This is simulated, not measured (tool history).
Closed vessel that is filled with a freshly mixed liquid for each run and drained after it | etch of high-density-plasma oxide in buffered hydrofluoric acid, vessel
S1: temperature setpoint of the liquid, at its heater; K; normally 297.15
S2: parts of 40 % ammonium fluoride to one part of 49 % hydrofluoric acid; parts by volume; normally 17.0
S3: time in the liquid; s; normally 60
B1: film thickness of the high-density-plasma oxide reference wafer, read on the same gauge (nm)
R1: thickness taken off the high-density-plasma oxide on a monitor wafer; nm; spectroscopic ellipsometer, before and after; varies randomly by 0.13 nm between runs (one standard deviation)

run   hour      S1    S2  S3      B1      R1
  1    0.0  297.15  17.0  60  130.05   43.34
  2   19.8  297.15  17.0  60  130.02   43.39
  3   33.7  297.15  13.5  60  130.03   54.31
  4   55.2  297.15  13.5  60  130.01   54.44
  5   89.7  297.15  17.0  60  130.03   43.43
  6  104.4  297.15  17.0  60  129.96   43.23
  7  117.8  300.15  17.0  40  130.01   34.05
  8  133.7  300.15  17.0  40  130.02   33.99
  9  159.0  300.15  17.0  40  130.02   33.96
 10  192.9  297.15  17.0  60  130.02   43.55
 11  228.8  300.15  10.5  90  129.98  122.39
     245.5  -- thermometer replaced
 12  247.9  297.15  22.5  45  130.01   25.33
 13  270.6  300.65  17.0  80  130.00   70.08
 14  290.1  300.15  22.0  45  130.01   30.41
 15  307.7  295.15  17.0  60  130.05   39.03
 16  333.0  297.15  14.5  60  129.98   51.10
 17  368.0  297.15  17.0  60  130.03   43.79
 18  389.9  297.15  21.0  75  129.98   44.25
     407.6  -- hydrofluoric acid flow meter replaced
 19  422.3  294.65  20.0  30  129.98   15.51
     521.5  -- gauge calibrated
 20  528.1  297.15  23.0  90  130.00   48.35
 21  553.4  297.15  17.0  45  130.01   31.24
 22  575.1  297.15  17.0  60  130.03   41.91
 23  588.3  298.65  13.5  95  129.97   90.43
 24  604.1  297.15  17.0  60  129.96   41.81
 25  625.2  297.15  22.5  40  130.05   21.86
 26  660.3  294.65  19.0  30  129.96   16.41
     677.0  -- thermometer replaced
 27  677.5  292.65  20.5  30  130.04   13.66
 28  701.0  297.15  13.0  60  130.02   54.59
 29  715.6  297.15  17.0  60  129.98   41.95
 30  749.6  294.65  20.5  45  129.99   22.84
 31  766.1  297.15  17.0  60  130.00   42.05
 32  779.6  294.15  14.0  45  129.93   32.42

A few steps of R1 between consecutive runs. Split each: what settings, incoming material and random variation would produce without the hidden state, and what is left over for the hidden state, along with gauge scatter present in only one of the two compared results (measured, and without hidden state):
The tool's hidden condition here consists of: liquid colder than its thermometer reads (K); hydrofluoric acid flow above the setpoint (%); gauge reads high (%).
Run 10 -> 11: S1 297.15 -> 300.15, S2 17.0 -> 10.5, S3 60 -> 90. R1 +78.84 nm: hidden state +3.50, all else +75.34.
Run 11 -> 12: S1 300.15 -> 297.15, S2 10.5 -> 22.5, S3 90 -> 45, thermometer replaced. R1 -97.06 nm: hidden state -4.62, all else -92.44.
Run 12 -> 13: S1 297.15 -> 300.65, S2 22.5 -> 17.0, S3 45 -> 80. R1 +44.75 nm: hidden state +2.38, all else +42.37.
Run 23 -> 24: S1 298.65 -> 297.15, S2 13.5 -> 17.0, S3 95 -> 60. R1 -48.62 nm: hidden state -0.31, all else -48.31.

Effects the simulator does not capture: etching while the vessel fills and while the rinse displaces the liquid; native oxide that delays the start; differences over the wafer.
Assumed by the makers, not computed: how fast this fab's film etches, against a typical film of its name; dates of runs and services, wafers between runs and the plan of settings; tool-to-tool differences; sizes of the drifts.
